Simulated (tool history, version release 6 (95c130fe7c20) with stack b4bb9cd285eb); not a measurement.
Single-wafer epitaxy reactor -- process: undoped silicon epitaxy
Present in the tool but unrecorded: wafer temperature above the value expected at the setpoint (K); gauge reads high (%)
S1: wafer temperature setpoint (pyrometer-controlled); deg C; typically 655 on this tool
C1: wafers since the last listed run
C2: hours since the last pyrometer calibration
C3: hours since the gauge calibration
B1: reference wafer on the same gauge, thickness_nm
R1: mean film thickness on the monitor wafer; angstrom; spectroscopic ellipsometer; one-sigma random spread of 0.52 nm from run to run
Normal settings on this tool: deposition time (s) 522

run 1 day=0 | S1=655 deposition_time_(s)=522 | C1=0 C2=1333.5 C3=340.3 | B1=97.558 | R1=1005.7
run 2 day=2.375 | S1=655 deposition_time_(s)=522 | C1=133 C2=1390.5 C3=397.3 | B1=97.56 | R1=993.76
run 3 day=4.45 | S1=655 deposition_time_(s)=522 | C1=116 C2=1440.3 C3=447.1 | B1=97.518 | R1=1005.21
run 4 day=7.412 | S1=655 deposition_time_(s)=478 | C1=166 C2=1511.4 C3=518.2 | B1=97.29 | R1=927.22
run 5 day=8.808 | S1=655 deposition_time_(s)=601 | C1=78 C2=1544.9 C3=551.7 | B1=97.459 | R1=1159.73
run 6 day=11.196 | S1=655 deposition_time_(s)=601 | C1=134 C2=1602.2 C3=609 | B1=97.713 | R1=1168.31
run 7 day=13.225 | S1=655 deposition_time_(s)=601 | C1=114 C2=1650.9 C3=657.7 | B1=97.319 | R1=1173.05
run 8 day=15.417 | S1=655 deposition_time_(s)=522 | C1=123 C2=1703.5 C3=710.3 | B1=97.392 | R1=1028.73
run 9 day=17.917 | S1=655 deposition_time_(s)=522 | C1=140 C2=1763.5 C3=770.3 | B1=97.624 | R1=1024.44
run 10 day=19.029 | S1=655 deposition_time_(s)=522 | C1=62 C2=1790.2 C3=797 | B1=97.472 | R1=1032.53
run 11 day=20.146 | S1=655 deposition_time_(s)=522 | C1=62 C2=1817 C3=823.8 | B1=97.474 | R1=1022.91
run 12 day=22.575 | S1=642 deposition_time_(s)=522 | C1=136 C2=1875.3 C3=882.1 | B1=97.725 | R1=778.78
run 13 day=26.375 | S1=663 deposition_time_(s)=426 | C1=213 C2=1966.5 C3=973.3 | B1=97.574 | R1=1018.14
run 14 day=27.967 | S1=650 deposition_time_(s)=618 | C1=89 C2=2004.7 C3=1011.5 | B1=97.267 | R1=1114.23
-- day=29.454 gauge calibrated
run 15 day=30.604 | S1=649 deposition_time_(s)=612 | C1=148 C2=2068 C3=27.6 | B1=97.284 | R1=1070.71
-- day=30.975 pyrometer calibrated
run 16 day=32.154 | S1=655 deposition_time_(s)=522 | C1=68 C2=28.3 C3=64.8 | B1=97.061 | R1=949.46
run 17 day=33.9 | S1=650 deposition_time_(s)=477 | C1=98 C2=70.2 C3=106.7 | B1=97.49 | R1=780.09
run 18 day=35.996 | S1=669 deposition_time_(s)=522 | C1=117 C2=120.5 C3=157 | B1=97.431 | R1=1306.41
run 19 day=37.083 | S1=649 deposition_time_(s)=611 | C1=61 C2=146.6 C3=183.1 | B1=97.173 | R1=967.36
run 20 day=39.192 | S1=669 deposition_time_(s)=571 | C1=118 C2=197.2 C3=233.7 | B1=97.518 | R1=1436.55

5 ways to go on from here, each from the tool as it stands after run 20. What would each give?
run A day=39.212 | S1=655 deposition_time_(s)=522 | C1=1 C2=197.7 C3=234.2 | B1=? | R1=?
run B day=39.212 | S1=662 deposition_time_(s)=456 | C1=1 C2=197.7 C3=234.2 | B1=? | R1=?
run C day=39.212 | S1=655 deposition_time_(s)=591 | C1=1 C2=197.7 C3=234.2 | B1=? | R1=?
run D day=39.212 | S1=645 deposition_time_(s)=601 | C1=1 C2=197.7 C3=234.2 | B1=? | R1=?
run E day=39.212 | S1=655 deposition_time_(s)=452 | C1=1 C2=197.7 C3=234.2 | B1=? | R1=?

run=A B1=97.653 R1=955.86
run=B B1=97.653 R1=975.03
run=C B1=97.653 R1=1082.21
run=D B1=97.653 R1=878.14
run=E B1=97.653 R1=827.68
What these runs would have given with no unlogged condition in the tool:
run=A R1=946.85
run=B R1=965.98
run=C R1=1072
run=D R1=869.68
run=E R1=819.87
